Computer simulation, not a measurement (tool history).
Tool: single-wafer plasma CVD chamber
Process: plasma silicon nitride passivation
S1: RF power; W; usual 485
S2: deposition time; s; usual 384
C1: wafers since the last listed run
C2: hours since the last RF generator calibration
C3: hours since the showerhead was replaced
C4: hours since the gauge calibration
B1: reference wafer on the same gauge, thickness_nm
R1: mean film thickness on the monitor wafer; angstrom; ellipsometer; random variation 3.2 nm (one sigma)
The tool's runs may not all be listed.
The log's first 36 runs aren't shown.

| run | day | S1 | S2 | C1 | C2 | C3 | C4 | B1 | R1 |
|---|---|---|---|---|---|---|---|---|---|
| 37 | 114.808 | 565 | 384 | 307 | 311.3 | 1836.0 | 348.8 | 666.134 | 6228.72 |
| 38 | 118.858 | 485 | 384 | 546 | 408.5 | 1933.2 | 446.0 | 666.820 | 5973.76 |
| 39 | 120.688 | 485 | 384 | 246 | 452.4 | 1977.1 | 489.9 | 666.956 | 5981.16 |
| 40 | 123.700 | 560 | 459 | 406 | 524.7 | 2049.4 | 562.2 | 669.377 | 7456.45 |
| 41 | 127.421 | 530 | 458 | 502 | 614.0 | 2138.7 | 651.5 | 669.089 | 7327.17 |
| 42 | 130.858 | 485 | 384 | 463 | 696.5 | 2221.2 | 734.0 | 666.694 | 5958.14 |
| 43 | 133.696 | 445 | 308 | 382 | 764.6 | 2289.3 | 802.1 | 668.730 | 4732.44 |
| 44 | 137.067 | 390 | 458 | 454 | 845.5 | 2370.2 | 883.0 | 669.434 | 6719.78 |

3 ways to go on from here, each from the tool as it stands after run 44. What would each give?
| A | 137.088 | 525 | 384 | 2 | 846.0 | 2370.7 | 883.5 | ? | ? |
| B | 137.088 | 485 | 308 | 2 | 846.0 | 2370.7 | 883.5 | ? | ? |
| C | 137.088 | 445 | 457 | 2 | 846.0 | 2370.7 | 883.5 | ? | ? |

| run | B1 | R1 |
|---|---|---|
| A | 669.415 | 6100.09 |
| B | 669.415 | 4783.60 |
| C | 669.415 | 6926.61 |
Without the tool's hidden state the same runs would have given:
| run | R1 |
|---|---|
| A | 6051.03 |
| B | 4745.12 |
| C | 6870.90 |
